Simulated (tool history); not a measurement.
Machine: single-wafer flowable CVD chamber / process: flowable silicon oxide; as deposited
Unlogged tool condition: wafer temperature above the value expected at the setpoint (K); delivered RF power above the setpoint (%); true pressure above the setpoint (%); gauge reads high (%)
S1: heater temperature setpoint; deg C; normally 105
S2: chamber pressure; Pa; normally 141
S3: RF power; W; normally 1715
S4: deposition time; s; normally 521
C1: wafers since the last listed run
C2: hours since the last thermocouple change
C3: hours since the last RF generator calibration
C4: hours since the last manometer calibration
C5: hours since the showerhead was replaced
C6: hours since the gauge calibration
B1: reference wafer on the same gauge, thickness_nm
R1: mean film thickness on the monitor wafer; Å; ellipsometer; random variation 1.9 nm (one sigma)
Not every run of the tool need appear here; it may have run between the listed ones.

| run | day | S1 | S2 | S3 | S4 | C1 | C2 | C3 | C4 | C5 | C6 | B1 | R1 |
|---|---|---|---|---|---|---|---|---|---|---|---|---|---|
| 1 | 0.000 | 105 | 141 | 1715 | 521 | 0 | 722.7 | 807.5 | 2568.4 | 7559.8 | 178.1 | 317.032 | 3475.04 |
| 2 | 1.425 | 105 | 141 | 1715 | 521 | 100 | 756.9 | 841.7 | 2602.6 | 7594.0 | 212.3 | 316.853 | 3462.60 |
| 3 | 2.854 | 105 | 141 | 1715 | 521 | 100 | 791.2 | 876.0 | 2636.9 | 7628.3 | 246.6 | 316.880 | 3475.58 |
| 4 | 4.333 | 105 | 141 | 1715 | 521 | 103 | 826.7 | 911.5 | 2672.4 | 7663.8 | 282.1 | 316.709 | 3451.54 |
| 5 | 5.367 | 105 | 141 | 1715 | 521 | 72 | 851.5 | 936.3 | 2697.2 | 7688.6 | 306.9 | 316.682 | 3487.16 |
| 6 | 6.117 | 105 | 141 | 1715 | 521 | 52 | 869.5 | 954.3 | 2715.2 | 7706.6 | 324.9 | 316.930 | 3496.90 |
|  | 6.892 | showerhead replaced |
| 7 | 6.912 | 105 | 141 | 1715 | 521 | 32 | 888.6 | 973.4 | 2734.3 | 0.5 | 344.0 | 317.163 | 3438.01 |
| 8 | 7.342 | 105 | 117 | 1715 | 521 | 30 | 898.9 | 983.7 | 2744.6 | 10.8 | 354.3 | 317.431 | 2853.57 |
|  | 9.200 | RF generator calibrated |
|  | 9.283 | capacitance manometer re-zeroed and calibrated |
| 9 | 10.388 | 105 | 117 | 1715 | 521 | 184 | 972.0 | 28.5 | 26.5 | 83.9 | 427.4 | 317.065 | 2852.39 |
| 10 | 11.217 | 105 | 168 | 1715 | 521 | 58 | 991.9 | 48.4 | 46.4 | 103.8 | 447.3 | 317.358 | 4129.04 |
| 11 | 11.842 | 99 | 117 | 1900 | 521 | 43 | 1006.9 | 63.4 | 61.4 | 118.8 | 462.3 | 317.221 | 3673.78 |
|  | 14.512 | gauge calibrated |
|  | 14.546 | thermocouple changed; heater temperature recalibrated |
| 12 | 15.608 | 105 | 141 | 1495 | 479 | 241 | 25.5 | 153.8 | 151.8 | 209.2 | 26.3 | 316.545 | 3059.66 |
| 13 | 16.583 | 105 | 119 | 1715 | 420 | 68 | 48.9 | 177.2 | 175.2 | 232.6 | 49.7 | 316.922 | 2316.09 |
| 14 | 17.254 | 99 | 163 | 1615 | 600 | 47 | 65.0 | 193.3 | 191.3 | 248.7 | 65.8 | 316.792 | 5727.77 |
| 15 | 17.938 | 105 | 141 | 1715 | 521 | 48 | 81.4 | 209.7 | 207.7 | 265.1 | 82.2 | 317.062 | 3439.48 |
| 16 | 18.825 | 105 | 141 | 1715 | 492 | 62 | 102.7 | 231.0 | 229.0 | 286.4 | 103.5 | 317.195 | 3280.59 |
| 17 | 20.312 | 116 | 141 | 1900 | 521 | 104 | 138.4 | 266.7 | 264.7 | 322.1 | 139.2 | 316.677 | 2382.78 |
| 18 | 20.817 | 105 | 141 | 1715 | 521 | 35 | 150.5 | 278.8 | 276.8 | 334.2 | 151.3 | 316.933 | 3480.25 |

Branching from run 18: 3 alternative next runs. What would each branch give?
| A | 20.838 | 105 | 141 | 1715 | 521 | 1 | 151.0 | 279.3 | 277.3 | 334.7 | 151.8 | ? | ? |
| B | 20.838 | 105 | 107 | 1715 | 495 | 1 | 151.0 | 279.3 | 277.3 | 334.7 | 151.8 | ? | ? |
| C | 20.838 | 105 | 141 | 1715 | 431 | 1 | 151.0 | 279.3 | 277.3 | 334.7 | 151.8 | ? | ? |

| run | B1 | R1 |
|---|---|---|
| A | 317.054 | 3470.75 |
| B | 317.054 | 2446.55 |
| C | 317.054 | 2871.19 |
The same runs, with their run-to-run variation unchanged, on a tool lacking any hidden condition would have given:
| run | R1 |
|---|---|
| A | 3470.75 |
| B | 2446.55 |
| C | 2871.19 |
